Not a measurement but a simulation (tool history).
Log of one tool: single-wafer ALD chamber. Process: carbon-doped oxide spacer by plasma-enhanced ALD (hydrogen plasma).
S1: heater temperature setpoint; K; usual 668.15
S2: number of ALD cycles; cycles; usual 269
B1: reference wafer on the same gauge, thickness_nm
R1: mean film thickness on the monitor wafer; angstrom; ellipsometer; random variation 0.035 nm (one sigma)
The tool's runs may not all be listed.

{"run": 1, "hour": 0.0, "S1": 668.15, "S2": 269, "B1": 15.828, "R1": 137.92}
{"run": 2, "hour": 17.2, "S1": 668.15, "S2": 269, "B1": 15.833, "R1": 138.11}
{"run": 3, "hour": 37.3, "S1": 668.15, "S2": 269, "B1": 15.824, "R1": 137.6}
{"run": 4, "hour": 61.9, "S1": 678.15, "S2": 269, "B1": 15.801, "R1": 134.96}
{"run": 5, "hour": 80.8, "S1": 678.15, "S2": 269, "B1": 15.796, "R1": 134.88}
{"run": 6, "hour": 98.9, "S1": 668.15, "S2": 269, "B1": 15.782, "R1": 137.56}
{"run": 7, "hour": 121.2, "S1": 668.15, "S2": 269, "B1": 15.775, "R1": 137.52}
{"run": 8, "hour": 215.5, "S1": 668.15, "S2": 269, "B1": 15.725, "R1": 137.48}
{"run": 9, "hour": 234.1, "S1": 668.15, "S2": 269, "B1": 15.715, "R1": 136.88}
{"run": 10, "hour": 256.6, "S1": 657.15, "S2": 305, "B1": 15.708, "R1": 155.27}
{"run": 11, "hour": 269.7, "S1": 668.15, "S2": 233, "B1": 15.699, "R1": 118.28}
{"run": 12, "hour": 284.2, "S1": 663.15, "S2": 255, "B1": 15.691, "R1": 129.76}
{"run": 13, "hour": 314.6, "S1": 668.15, "S2": 269, "B1": 15.683, "R1": 136.24}
{"hour": 315.5, "done": "gauge calibrated"}
{"hour": 329.0, "done": "thermocouple changed; heater temperature recalibrated"}
{"run": 14, "hour": 343.4, "S1": 668.15, "S2": 269, "B1": 15.883, "R1": 138.6}
{"run": 15, "hour": 376.6, "S1": 676.15, "S2": 269, "B1": 15.873, "R1": 137.06}
{"run": 16, "hour": 392.6, "S1": 657.15, "S2": 318, "B1": 15.864, "R1": 162.97}
{"run": 17, "hour": 419.6, "S1": 668.15, "S2": 269, "B1": 15.854, "R1": 137.59}

Run 18 comes next. What will it give?
{"run": 18, "hour": 437.6, "S1": 668.15, "S2": 320, "B1": "?", "R1": "?"}

{"run 18": {"B1": 15.834, "R1": 164.11}}
Without the tool's hidden state the same run would have given R1 164.75 angstrom.

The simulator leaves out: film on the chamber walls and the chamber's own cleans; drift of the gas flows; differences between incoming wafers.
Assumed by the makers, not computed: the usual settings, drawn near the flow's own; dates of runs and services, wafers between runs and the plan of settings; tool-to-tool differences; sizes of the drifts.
